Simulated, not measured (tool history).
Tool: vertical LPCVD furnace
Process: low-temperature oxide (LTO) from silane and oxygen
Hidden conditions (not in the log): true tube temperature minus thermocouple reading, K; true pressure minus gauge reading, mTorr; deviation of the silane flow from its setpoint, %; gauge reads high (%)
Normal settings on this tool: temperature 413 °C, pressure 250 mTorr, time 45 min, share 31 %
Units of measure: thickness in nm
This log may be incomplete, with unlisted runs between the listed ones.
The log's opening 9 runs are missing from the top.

run,day,temperature,pressure,time,share,wafers since the last listed run,hours since the last temperature calibration,hours since the pressure gauge was zeroed,hours since the silane flow controller was replaced,hours since the gauge calibration,"read-back reference wafer on the same gauge, thickness",thickness
10,10.046,413,250,45,31,284,59.5,1689.4,25.7,796,385.71,404.27
11,10.588,420,275,45,31,288,72.5,1702.4,38.7,809,385.13,483.46
# day 12.025: pressure gauge zeroed
12,12.05,423,250,45,31,246,107.6,0.6,73.8,844.1,385.99,453.55
13,13.425,413,250,45,31,732,140.6,33.6,106.8,877.1,386.23,406.02
# day 14.475: gauge calibrated
14,14.588,413,250,45,29,619,168.5,61.5,134.7,2.7,381.77,367.33
15,15.608,413,250,37,31,543,193,86,159.2,27.2,382.1,327.87
16,16.688,413,250,45,35,574,218.9,111.9,185.1,53.1,382.31,471.69
17,17.6,413,250,55.5,26,486,240.8,133.8,207,75,382.13,384.69
18,18.617,402,250,45,37,541,265.2,158.2,231.4,99.4,381.84,449.34
19,19.912,413,250,45,31,690,296.3,189.3,262.5,130.5,382.12,401.89
20,21.312,413,250,45,31,745,329.9,222.9,296.1,164.1,381.98,402.58
21,22.671,413,250,50.5,31,723,362.5,255.5,328.7,196.7,382.22,451.16
22,23.775,413,250,45,31,588,389,282,355.2,223.2,382.21,400.43
23,24.529,419,250,45,31,401,407.1,300.1,373.3,241.3,382.25,429.78
24,25.45,413,275,45,33,490,429.2,322.2,395.4,263.4,382.45,481.59
25,26.392,413,250,45,33,501,451.8,344.8,418,286,382.51,436.85
26,27.738,413,250,45,31,716,484.1,377.1,450.3,318.3,382.48,401.27
27,28.721,413,235,45,34,523,507.7,400.7,473.9,341.9,382.79,428.62
28,29.579,413,250,45,31,457,528.3,421.3,494.5,362.5,382.53,402.79
29,31.025,413,250,45,31,770,563,456,529.2,397.2,383.27,404.43
30,31.758,417,195,45,28,390,580.6,473.6,546.8,414.8,383.05,283.9

Below are 5 alternative next runs, each starting from the tool's condition after run 30. Predict each:
A,31.925,413,250,45,26,88,584.6,477.6,550.8,418.8,?,?
B,31.925,420,230,56,31,88,584.6,477.6,550.8,418.8,?,?
C,31.925,417,230,45,34,88,584.6,477.6,550.8,418.8,?,?
D,31.925,416,205,30,26,88,584.6,477.6,550.8,418.8,?,?
E,31.925,413,250,27.5,37,88,584.6,477.6,550.8,418.8,?,?

run,"read-back reference wafer on the same gauge, thickness",thickness
A,383.17,311.28
B,383.17,498.45
C,383.17,439.13
D,383.17,176.2
E,383.17,311.23
Without the tool's unlogged condition, the same runs would have read:
run,thickness
A,310.42
B,497.08
C,437.92
D,175.71
E,310.37
